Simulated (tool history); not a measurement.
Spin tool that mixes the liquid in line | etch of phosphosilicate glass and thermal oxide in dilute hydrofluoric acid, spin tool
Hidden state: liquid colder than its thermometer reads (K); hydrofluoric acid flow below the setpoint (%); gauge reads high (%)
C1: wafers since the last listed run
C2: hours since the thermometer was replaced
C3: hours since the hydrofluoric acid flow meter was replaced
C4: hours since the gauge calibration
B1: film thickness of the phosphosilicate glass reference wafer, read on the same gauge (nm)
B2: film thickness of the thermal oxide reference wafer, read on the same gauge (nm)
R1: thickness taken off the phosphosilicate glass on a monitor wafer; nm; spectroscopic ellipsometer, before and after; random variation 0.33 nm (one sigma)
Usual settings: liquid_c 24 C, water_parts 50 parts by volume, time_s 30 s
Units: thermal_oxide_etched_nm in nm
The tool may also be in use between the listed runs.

run 1 hour=0 | liquid_c=24 water_parts=45 time_s=30 | C1=0 C2=91.8 C3=445.1 C4=524.9 | B1=119.98 B2=29.995 | R1=46.11 thermal_oxide_etched_nm=3.399
run 2 hour=53 | liquid_c=24 water_parts=45 time_s=30 | C1=543 C2=144.8 C3=498.1 C4=577.9 | B1=120.03 B2=30.001 | R1=45.61 thermal_oxide_etched_nm=3.385
run 3 hour=131.5 | liquid_c=22 water_parts=50 time_s=30 | C1=805 C2=223.3 C3=576.6 C4=656.4 | B1=119.99 B2=30.018 | R1=38.11 thermal_oxide_etched_nm=2.787
run 4 hour=174.7 | liquid_c=20 water_parts=70 time_s=30 | C1=443 C2=266.5 C3=619.8 C4=699.6 | B1=120 B2=29.964 | R1=24.23 thermal_oxide_etched_nm=1.793
run 5 hour=220.3 | liquid_c=20 water_parts=70 time_s=30 | C1=467 C2=312.1 C3=665.4 C4=745.2 | B1=120 B2=29.984 | R1=24.09 thermal_oxide_etched_nm=1.787
run 6 hour=499.5 | liquid_c=20 water_parts=70 time_s=30 | C1=2864 C2=591.3 C3=944.6 C4=1024.4 | B1=120 B2=29.997 | R1=24.16 thermal_oxide_etched_nm=1.79
run 7 hour=549.2 | liquid_c=24 water_parts=50 time_s=30 | C1=509 C2=641 C3=994.3 C4=1074.1 | B1=119.99 B2=30.007 | R1=40.31 thermal_oxide_etched_nm=2.989
run 8 hour=626.3 | liquid_c=24 water_parts=50 time_s=30 | C1=790 C2=718.1 C3=1071.4 C4=1151.2 | B1=120 B2=29.985 | R1=41.06 thermal_oxide_etched_nm=3.023
run 9 hour=697.8 | liquid_c=24 water_parts=50 time_s=30 | C1=733 C2=789.6 C3=1142.9 C4=1222.7 | B1=120 B2=30.017 | R1=40.72 thermal_oxide_etched_nm=3.001
run 10 hour=776.7 | liquid_c=27 water_parts=65 time_s=30 | C1=809 C2=868.5 C3=1221.8 C4=1301.6 | B1=120.01 B2=30.006 | R1=34.26 thermal_oxide_etched_nm=2.576
run 11 hour=864.1 | liquid_c=24 water_parts=50 time_s=30 | C1=896 C2=955.9 C3=1309.2 C4=1389 | B1=120 B2=29.975 | R1=40.9 thermal_oxide_etched_nm=2.968
run 12 hour=961.1 | liquid_c=24 water_parts=50 time_s=30 | C1=995 C2=1052.9 C3=1406.2 C4=1486 | B1=120.01 B2=29.979 | R1=40.36 thermal_oxide_etched_nm=3.005
run 13 hour=1009.6 | liquid_c=24 water_parts=30 time_s=30 | C1=497 C2=1101.4 C3=1454.7 C4=1534.5 | B1=119.99 B2=30.04 | R1=68.37 thermal_oxide_etched_nm=5.127
run 14 hour=1109.5 | liquid_c=22.5 water_parts=60 time_s=35 | C1=1024 C2=1201.3 C3=1554.6 C4=1634.4 | B1=120.01 B2=30.012 | R1=36.56 thermal_oxide_etched_nm=2.69
-- hour=1142.4 hydrofluoric acid flow meter replaced
-- hour=1156.9 gauge calibrated
run 15 hour=1416.6 | liquid_c=28.5 water_parts=50 time_s=30 | C1=3140 C2=1508.4 C3=274.2 C4=259.7 | B1=119.99 B2=30.003 | R1=48.17 thermal_oxide_etched_nm=3.592
run 16 hour=1464.3 | liquid_c=27.5 water_parts=25 time_s=30 | C1=489 C2=1556.1 C3=321.9 C4=307.4 | B1=120.01 B2=29.991 | R1=96.61 thermal_oxide_etched_nm=7.009
run 17 hour=1503.8 | liquid_c=20.5 water_parts=35 time_s=45 | C1=405 C2=1595.6 C3=361.4 C4=346.9 | B1=120 B2=29.99 | R1=75.51 thermal_oxide_etched_nm=5.547
run 18 hour=1606.2 | liquid_c=24 water_parts=50 time_s=30 | C1=1050 C2=1698 C3=463.8 C4=449.3 | B1=120.03 B2=30.026 | R1=39.58 thermal_oxide_etched_nm=2.923
run 19 hour=1660.4 | liquid_c=24 water_parts=50 time_s=30 | C1=556 C2=1752.2 C3=518 C4=503.5 | B1=119.99 B2=29.986 | R1=40.75 thermal_oxide_etched_nm=2.942
run 20 hour=1740.2 | liquid_c=21 water_parts=60 time_s=30 | C1=818 C2=1832 C3=597.8 C4=583.3 | B1=120 B2=29.963 | R1=28.82 thermal_oxide_etched_nm=2.118
-- hour=1750.5 thermometer replaced
run 21 hour=1834.9 | liquid_c=21 water_parts=30 time_s=15 | C1=961 C2=84.4 C3=692.5 C4=678 | B1=119.98 B2=29.981 | R1=31.16 thermal_oxide_etched_nm=2.289
run 22 hour=1876.9 | liquid_c=20.5 water_parts=60 time_s=15 | C1=430 C2=126.4 C3=734.5 C4=720 | B1=119.99 B2=29.978 | R1=14.45 thermal_oxide_etched_nm=1.072
run 23 hour=1934.4 | liquid_c=24 water_parts=60 time_s=30 | C1=589 C2=183.9 C3=792 C4=777.5 | B1=120.02 B2=30.007 | R1=33.94 thermal_oxide_etched_nm=2.51
run 24 hour=1981.4 | liquid_c=24 water_parts=30 time_s=30 | C1=482 C2=230.9 C3=839 C4=824.5 | B1=120 B2=30.013 | R1=70.25 thermal_oxide_etched_nm=5.205
run 25 hour=2046.3 | liquid_c=27 water_parts=50 time_s=30 | C1=665 C2=295.8 C3=903.9 C4=889.4 | B1=120.01 B2=30.001 | R1=45.96 thermal_oxide_etched_nm=3.478
run 26 hour=2124.9 | liquid_c=19 water_parts=50 time_s=15 | C1=806 C2=374.4 C3=982.5 C4=968 | B1=120.02 B2=29.976 | R1=16.77 thermal_oxide_etched_nm=1.219
run 27 hour=2383.6 | liquid_c=26.5 water_parts=50 time_s=30 | C1=2653 C2=633.1 C3=1241.2 C4=1226.7 | B1=119.99 B2=30.024 | R1=45.17 thermal_oxide_etched_nm=3.359

3 ways to go on from here, each from the tool as it stands after run 27. What would each give?
run A hour=2384 | liquid_c=24 water_parts=50 time_s=30 | C1=4 C2=633.5 C3=1241.6 C4=1227.1 | B1=? B2=? | R1=? thermal_oxide_etched_nm=?
run B hour=2384 | liquid_c=26 water_parts=35 time_s=50 | C1=4 C2=633.5 C3=1241.6 C4=1227.1 | B1=? B2=? | R1=? thermal_oxide_etched_nm=?
run C hour=2384 | liquid_c=22 water_parts=45 time_s=30 | C1=4 C2=633.5 C3=1241.6 C4=1227.1 | B1=? B2=? | R1=? thermal_oxide_etched_nm=?

run=A B1=120.01 B2=29.978 R1=40.44 thermal_oxide_etched_nm=3.02
run=B B1=120.01 B2=29.978 R1=106.71 thermal_oxide_etched_nm=7.97
run=C B1=120.01 B2=29.978 R1=41.61 thermal_oxide_etched_nm=3.108
Without the tool's hidden state the same runs would have given:
run=A R1=40.96 thermal_oxide_etched_nm=3.059
run=B R1=108.07 thermal_oxide_etched_nm=8.072
run=C R1=42.15 thermal_oxide_etched_nm=3.148
